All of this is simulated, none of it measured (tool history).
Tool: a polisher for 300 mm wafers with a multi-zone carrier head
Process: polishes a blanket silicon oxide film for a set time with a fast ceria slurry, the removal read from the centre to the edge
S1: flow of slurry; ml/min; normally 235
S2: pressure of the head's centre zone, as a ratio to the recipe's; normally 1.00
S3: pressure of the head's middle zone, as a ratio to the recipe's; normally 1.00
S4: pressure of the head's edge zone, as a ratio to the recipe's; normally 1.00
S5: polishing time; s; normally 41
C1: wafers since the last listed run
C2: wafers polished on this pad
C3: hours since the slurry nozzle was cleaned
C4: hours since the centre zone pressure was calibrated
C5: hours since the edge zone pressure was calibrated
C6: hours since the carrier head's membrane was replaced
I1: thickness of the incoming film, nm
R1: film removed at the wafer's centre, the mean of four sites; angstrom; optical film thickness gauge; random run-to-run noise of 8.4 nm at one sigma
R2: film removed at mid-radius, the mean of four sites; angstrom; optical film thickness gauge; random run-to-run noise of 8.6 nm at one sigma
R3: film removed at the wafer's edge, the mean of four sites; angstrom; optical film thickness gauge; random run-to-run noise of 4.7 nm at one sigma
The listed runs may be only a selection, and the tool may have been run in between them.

run	day	S1	S2	S3	S4	S5	C1	C2	C3	C4	C5	C6	I1	R1	R2	R3
1	0.000	235	1.00	1.00	1.00	48	0	629	604.4	120.5	430.1	429.1	2396.1	8006	7908	8036
# day 0.738: edge zone pressure recalibrated
# day 4.025: slurry nozzle cleaned
2	4.046	235	1.00	1.00	1.00	32	697	1327	0.5	217.6	79.4	526.2	2321.4	5296	5248	5273
3	7.421	200	1.00	1.00	1.00	41	600	1927	81.5	298.6	160.4	607.2	2332.4	6759	6699	6693
# day 9.550: worn pad replaced by a new one
# day 9.746: carrier head's membrane replaced by a new one
4	16.204	235	1.00	1.00	1.03	41	1499	1149	292.3	509.4	371.2	155.0	2325.1	6975	6739	6946
5	19.688	235	1.00	1.00	1.03	41	620	1769	375.9	593.0	454.8	238.6	2346.4	7126	6722	6913
# day 21.371: worn pad replaced by a new one, of another model than before
6	23.567	235	1.00	1.00	1.03	41	660	390	469.0	686.1	547.9	331.7	2326.9	6905	6801	6852
# day 23.996: edge zone pressure recalibrated
7	26.562	275	1.00	1.00	1.00	41	518	909	540.9	758.0	61.6	403.6	2378.6	7095	6944	6762
# day 27.658: slurry nozzle cleaned
8	29.000	275	1.00	1.00	1.00	41	426	1335	32.2	816.5	120.1	462.1	2372.6	7249	6870	6808
9	32.704	235	1.00	1.00	1.10	33	659	1994	121.1	905.4	209.0	551.0	2351.7	5883	5451	5726
# day 32.900: worn pad replaced by a new one
10	36.358	235	1.00	1.00	1.06	41	620	615	208.8	993.1	296.7	638.7	2346.5	7223	6811	6992
11	39.088	235	0.94	0.90	1.00	48	485	1101	274.3	1058.6	362.2	704.2	2365.9	8251	7232	7856
# day 40.408: centre zone pressure recalibrated
# day 41.092: carrier head's membrane replaced by a new one
12	42.742	215	1.00	1.00	1.00	41	598	1699	362.0	56.0	449.9	39.6	2358.8	6758	6703	6682
# day 45.346: worn pad replaced by a new one
13	45.458	235	1.00	1.00	1.00	41	453	20	427.2	121.2	515.1	104.8	2364.3	6870	6649	6690
# day 47.438: edge zone pressure recalibrated
14	48.658	235	1.00	0.92	1.00	41	554	574	504.0	198.0	29.3	181.6	2339.7	6938	6365	6780
15	53.138	235	1.10	0.94	1.09	41	797	1372	611.5	305.5	136.8	289.1	2361.6	7511	6417	7097
16	54.683	235	1.00	0.91	1.00	30	275	1647	648.6	342.6	173.9	326.2	2321.2	5082	4632	4973
# day 56.250: worn pad replaced by a new one
17	57.167	235	1.00	1.06	1.00	34	412	163	708.2	402.2	233.5	385.8	2359.8	5634	5915	5634

Each row is a separate what-if for the run after 17, all from the same tool condition, not one after another. Results?
A	57.183	235	1.00	1.00	1.00	41	2	166	708.6	402.6	233.9	386.2	2350.4	?	?	?
B	57.183	235	1.00	1.00	1.06	52	2	166	708.6	402.6	233.9	386.2	2350.4	?	?	?
C	57.183	235	0.91	1.00	1.11	31	2	166	708.6	402.6	233.9	386.2	2350.4	?	?	?
D	57.183	235	1.05	1.09	1.00	41	2	166	708.6	402.6	233.9	386.2	2350.4	?	?	?
E	57.183	235	1.12	1.00	1.00	36	2	166	708.6	402.6	233.9	386.2	2350.4	?	?	?

run	R1	R2	R3
A	6855	6734	6782
B	8694	8540	8851
C	4859	5092	5400
D	7097	7244	6774
E	6520	5910	5955
Had the tool no hidden state, the same runs would have come out as:
run	R1	R2	R3
A	6806	6734	6782
B	8632	8540	8851
C	4825	5093	5400
D	7047	7245	6774
E	6474	5910	5955

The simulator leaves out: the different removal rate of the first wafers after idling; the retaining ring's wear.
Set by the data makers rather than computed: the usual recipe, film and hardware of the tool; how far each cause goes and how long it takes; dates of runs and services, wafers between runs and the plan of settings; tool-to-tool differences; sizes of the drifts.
